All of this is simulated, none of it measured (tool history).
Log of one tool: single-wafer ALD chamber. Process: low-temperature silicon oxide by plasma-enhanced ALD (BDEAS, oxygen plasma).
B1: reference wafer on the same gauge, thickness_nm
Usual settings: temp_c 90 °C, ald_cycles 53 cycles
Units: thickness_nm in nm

Run 1, hour 0: usual settings; B1 10.088. Result: thickness_nm 8.752 nm.
Run 2, hour 68.2: usual settings; B1 10.093. Result: thickness_nm 8.72 nm.
Run 3, hour 132.7: usual settings; B1 10.093. Result: thickness_nm 8.674 nm.
Run 4, hour 202.1: usual settings but temp_c 99 °C, ald_cycles 49 cycles; B1 10.085. Result: thickness_nm 7.787 nm.
Run 5, hour 409.5: usual settings but temp_c 99 °C, ald_cycles 49 cycles; B1 10.087. Result: thickness_nm 7.799 nm.
Run 6, hour 469: usual settings; B1 10.087. Result: thickness_nm 8.727 nm.
Run 7, hour 503.5: usual settings; B1 10.087. Result: thickness_nm 8.739 nm.
Run 8, hour 557.2: usual settings; B1 10.09. Result: thickness_nm 8.707 nm.
Run 9, hour 610.4: usual settings but temp_c 93 °C; B1 10.094. Result: thickness_nm 8.608 nm.
Run 10, hour 682.1: usual settings but temp_c 93 °C; B1 10.093. Result: thickness_nm 8.624 nm.
Run 11, hour 734.5: usual settings; B1 10.093. Result: thickness_nm 8.725 nm.
Run 12, hour 766.6: usual settings but temp_c 100 °C, ald_cycles 48 cycles; B1 10.089. Result: thickness_nm 7.586 nm.
Run 13, hour 809.2: usual settings; B1 10.087. Result: thickness_nm 8.744 nm.
Run 14, hour 869.4: usual settings; B1 10.092. Result: thickness_nm 8.675 nm.
Run 15, hour 935.1: usual settings but ald_cycles 46 cycles; B1 10.09. Result: thickness_nm 7.553 nm.
Run 16, hour 961.2: usual settings but temp_c 80 °C; B1 10.088. Result: thickness_nm 9.073 nm.
Run 17, hour 1032.7: usual settings but temp_c 76 °C, ald_cycles 45 cycles; B1 10.085. Result: thickness_nm 7.789 nm.
Run 18, hour 1089: usual settings but temp_c 78 °C, ald_cycles 61 cycles; B1 10.091. Result: thickness_nm 10.506 nm.
Run 19, hour 1124.4: usual settings but ald_cycles 46 cycles; B1 10.091. Result: thickness_nm 7.539 nm.
Run 20, hour 1163.4: usual settings; B1 10.086. Result: thickness_nm 8.671 nm.
Run 21, hour 1209.5: usual settings but temp_c 102 °C; B1 10.098. Result: thickness_nm 8.315 nm.
Run 22, hour 1250.5: usual settings but temp_c 101 °C, ald_cycles 44 cycles; B1 10.087. Result: thickness_nm 6.958 nm.

Taken out of this log: 2 entries between the listed runs. Where each belongs, and how the hidden state differs across it:
Between runs 8 and 9: thermocouple changed; heater temperature recalibrated (hour 605.8)
  no hidden state differs between the two runs
Between runs 9 and 10: gauge calibrated (hour 676.2)
  no hidden state differs between the two runs
